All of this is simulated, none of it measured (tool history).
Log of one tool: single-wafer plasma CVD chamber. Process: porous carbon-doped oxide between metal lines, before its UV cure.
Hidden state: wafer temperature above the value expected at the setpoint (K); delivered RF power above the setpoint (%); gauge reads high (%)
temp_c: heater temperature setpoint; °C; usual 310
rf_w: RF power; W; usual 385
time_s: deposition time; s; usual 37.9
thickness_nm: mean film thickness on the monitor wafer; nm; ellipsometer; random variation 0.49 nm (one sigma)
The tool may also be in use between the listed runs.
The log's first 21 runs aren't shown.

run,day,temp_c,rf_w,time_s,wafers since the last listed run,hours since the last thermocouple change,hours since the last RF generator calibration,hours since the showerhead was replaced,hours since the gauge calibration,"read-back reference wafer on the same gauge, thickness_nm",thickness_nm
22,11.433,314,360,40.6,398,148.5,86.8,22.2,254.9,156.051,179.706
23,12.092,310,385,37.9,446,164.3,102.6,38,270.7,155.965,180.43
# day 12.196: gauge calibrated
24,12.771,306,385,41.4,460,180.6,118.9,54.3,13.8,156.062,200.777
25,13.046,310,385,37.9,186,187.2,125.5,60.9,20.4,156.189,180.259
26,13.3,297,360,35.1,172,193.3,131.6,67,26.5,156.032,169.693
27,14.108,310,385,37.9,547,212.7,151,86.4,45.9,155.881,180.526
28,14.621,296,360,40.8,347,225,163.3,98.7,58.2,155.964,198.14
29,16.762,302,385,37.9,1451,276.4,214.7,150.1,109.6,156.095,186.81
30,17.317,310,385,30.7,375,289.7,228,163.4,122.9,156.085,147.278
31,17.762,317,415,37.9,302,300.4,238.7,174.1,133.6,155.836,184.236
32,18.479,310,385,37.9,485,317.6,255.9,191.3,150.8,156.077,180.112
33,19.146,310,385,37.9,451,333.6,271.9,207.3,166.8,156.285,179.973

5 ways to go on from here, each from the tool as it stands after run 33. What would each give?
A,19.162,310,385,35.9,11,334,272.3,207.7,167.2,?,?
B,19.162,316,340,37.9,11,334,272.3,207.7,167.2,?,?
C,19.162,310,385,41,11,334,272.3,207.7,167.2,?,?
D,19.162,310,385,40.9,11,334,272.3,207.7,167.2,?,?
E,19.162,324,385,37.9,11,334,272.3,207.7,167.2,?,?

run,"read-back reference wafer on the same gauge, thickness_nm",thickness_nm
A,155.964,171.157
B,155.964,159.465
C,155.964,194.809
D,155.964,194.345
E,155.964,169.331
Without the tool's hidden state the same runs would have given:
run,thickness_nm
A,171.541
B,159.827
C,195.246
D,194.781
E,169.711

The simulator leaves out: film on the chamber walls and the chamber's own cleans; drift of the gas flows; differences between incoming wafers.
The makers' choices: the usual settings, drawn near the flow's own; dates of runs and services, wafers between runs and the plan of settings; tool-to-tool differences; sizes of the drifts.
